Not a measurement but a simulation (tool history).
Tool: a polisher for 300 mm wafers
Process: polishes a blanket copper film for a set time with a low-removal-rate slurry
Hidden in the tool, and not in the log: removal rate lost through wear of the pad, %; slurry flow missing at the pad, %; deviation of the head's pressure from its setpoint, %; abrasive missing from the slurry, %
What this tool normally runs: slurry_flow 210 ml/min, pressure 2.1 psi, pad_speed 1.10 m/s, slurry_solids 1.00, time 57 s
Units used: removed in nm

| run | hour | slurry_flow | pressure | pad_speed | slurry_solids | time | wafers since the last listed run | wafers polished on this pad | hours since the slurry nozzle was cleaned | hours since the head pressure was calibrated | hours since the slurry blender was calibrated | incoming thickness of the incoming film, nm | removed |
|---|---|---|---|---|---|---|---|---|---|---|---|---|---|
| 1 | 0.0 | 210 | 2.1 | 1.10 | 1.00 | 57 | 0 | 693 | 403.8 | 1022.7 | 39.7 | 935.0 | 118.5 |
| 2 | 27.7 | 210 | 2.1 | 1.10 | 1.00 | 57 | 408 | 1102 | 431.5 | 1050.4 | 67.4 | 919.4 | 114.9 |
| 3 | 46.2 | 160 | 2.1 | 1.10 | 1.00 | 57 | 272 | 1374 | 450.0 | 1068.9 | 85.9 | 920.9 | 112.3 |
| 4 | 59.2 | 160 | 2.1 | 1.10 | 1.00 | 57 | 191 | 1566 | 463.0 | 1081.9 | 98.9 | 923.1 | 112.2 |
| 5 | 75.0 | 210 | 2.1 | 1.10 | 1.00 | 57 | 232 | 1799 | 478.8 | 1097.7 | 114.7 | 919.6 | 112.6 |
|  | 80.4 | worn pad replaced by a new one |
| 6 | 87.5 | 210 | 2.1 | 1.10 | 1.00 | 57 | 125 | 104 | 491.3 | 1110.2 | 127.2 | 903.2 | 116.5 |
| 7 | 116.2 | 210 | 2.1 | 1.24 | 1.00 | 57 | 423 | 527 | 520.0 | 1138.9 | 155.9 | 913.2 | 131.4 |
| 8 | 131.0 | 210 | 2.1 | 1.24 | 1.00 | 57 | 218 | 745 | 534.8 | 1153.7 | 170.7 | 922.4 | 130.5 |
| 9 | 155.8 | 210 | 2.1 | 1.24 | 1.00 | 57 | 365 | 1111 | 559.6 | 1178.5 | 195.5 | 919.1 | 130.9 |
| 10 | 186.4 | 210 | 2.1 | 1.10 | 1.00 | 57 | 451 | 1562 | 590.2 | 1209.1 | 226.1 | 919.7 | 112.7 |
|  | 191.1 | worn pad replaced by a new one |
| 11 | 216.2 | 210 | 2.1 | 1.10 | 1.00 | 57 | 380 | 370 | 620.0 | 1238.9 | 255.9 | 917.9 | 105.3 |
| 12 | 238.7 | 210 | 2.1 | 1.10 | 1.00 | 57 | 331 | 701 | 642.5 | 1261.4 | 278.4 | 920.8 | 106.4 |
|  | 256.4 | head pressure recalibrated |
| 13 | 261.9 | 210 | 2.1 | 1.10 | 1.00 | 57 | 312 | 1014 | 665.7 | 5.5 | 301.6 | 910.1 | 105.0 |
|  | 266.0 | worn pad replaced by a new one, repeated, since the last time left the tool worse |
| 14 | 274.6 | 210 | 2.1 | 1.10 | 1.25 | 57 | 128 | 127 | 678.4 | 18.2 | 314.3 | 925.2 | 125.8 |
| 15 | 293.5 | 210 | 2.1 | 1.10 | 1.00 | 57 | 278 | 405 | 697.3 | 37.1 | 333.2 | 912.4 | 120.7 |
| 16 | 313.5 | 210 | 1.5 | 1.36 | 1.00 | 57 | 294 | 700 | 717.3 | 57.1 | 353.2 | 908.2 | 105.5 |
| 17 | 336.7 | 160 | 2.1 | 1.10 | 1.00 | 57 | 341 | 1042 | 740.5 | 80.3 | 376.4 | 915.5 | 114.2 |
| 18 | 365.2 | 135 | 1.6 | 1.10 | 0.85 | 57 | 420 | 1462 | 769.0 | 108.8 | 404.9 | 918.6 | 82.8 |
|  | 367.3 | slurry nozzle cleaned |
| 19 | 379.6 | 210 | 2.1 | 1.10 | 1.10 | 71 | 197 | 1660 | 12.3 | 123.2 | 419.3 | 920.6 | 143.6 |
|  | 395.7 | worn pad replaced by a new one |
| 20 | 414.6 | 210 | 2.7 | 1.10 | 1.20 | 57 | 456 | 279 | 47.3 | 158.2 | 454.3 | 918.9 | 154.6 |
|  | 431.5 | slurry blender recalibrated |
| 21 | 432.4 | 210 | 2.6 | 1.26 | 1.00 | 57 | 232 | 512 | 65.1 | 176.0 | 0.9 | 917.6 | 166.6 |
| 22 | 461.8 | 270 | 2.1 | 1.24 | 0.70 | 74 | 433 | 945 | 94.5 | 205.4 | 30.3 | 917.8 | 162.4 |
| 23 | 474.5 | 250 | 2.6 | 1.10 | 1.00 | 57 | 187 | 1132 | 107.2 | 218.1 | 43.0 | 907.7 | 144.8 |
| 24 | 492.2 | 160 | 2.1 | 1.10 | 1.00 | 46 | 260 | 1393 | 124.9 | 235.8 | 60.7 | 905.2 | 91.2 |
| 25 | 511.2 | 210 | 2.1 | 1.10 | 0.85 | 40 | 280 | 1673 | 143.9 | 254.8 | 79.7 | 922.9 | 76.6 |
|  | 525.7 | worn pad replaced by a new one |
| 26 | 568.2 | 160 | 2.1 | 1.10 | 1.00 | 57 | 781 | 626 | 200.9 | 311.8 | 136.7 | 927.9 | 114.9 |
| 27 | 580.6 | 210 | 2.1 | 1.10 | 1.00 | 71 | 182 | 809 | 213.3 | 324.2 | 149.1 | 935.2 | 145.3 |

Forecast each of these 4 alternatives for the next run:
| A | 581.0 | 210 | 2.1 | 1.10 | 1.00 | 57 | 5 | 815 | 213.7 | 324.6 | 149.5 | 919.9 | ? |
| B | 581.0 | 180 | 2.1 | 0.80 | 0.85 | 57 | 5 | 815 | 213.7 | 324.6 | 149.5 | 919.9 | ? |
| C | 581.0 | 210 | 2.1 | 1.10 | 1.15 | 57 | 5 | 815 | 213.7 | 324.6 | 149.5 | 919.9 | ? |
| D | 581.0 | 210 | 1.6 | 1.40 | 1.00 | 57 | 5 | 815 | 213.7 | 324.6 | 149.5 | 919.9 | ? |

| run | removed |
|---|---|
| A | 115.4 |
| B | 80.8 |
| C | 118.2 |
| D | 111.9 |
Had the tool no hidden state, the same runs would have come out as:
| run | removed |
|---|---|
| A | 118.2 |
| B | 82.7 |
| C | 121.0 |
| D | 114.6 |
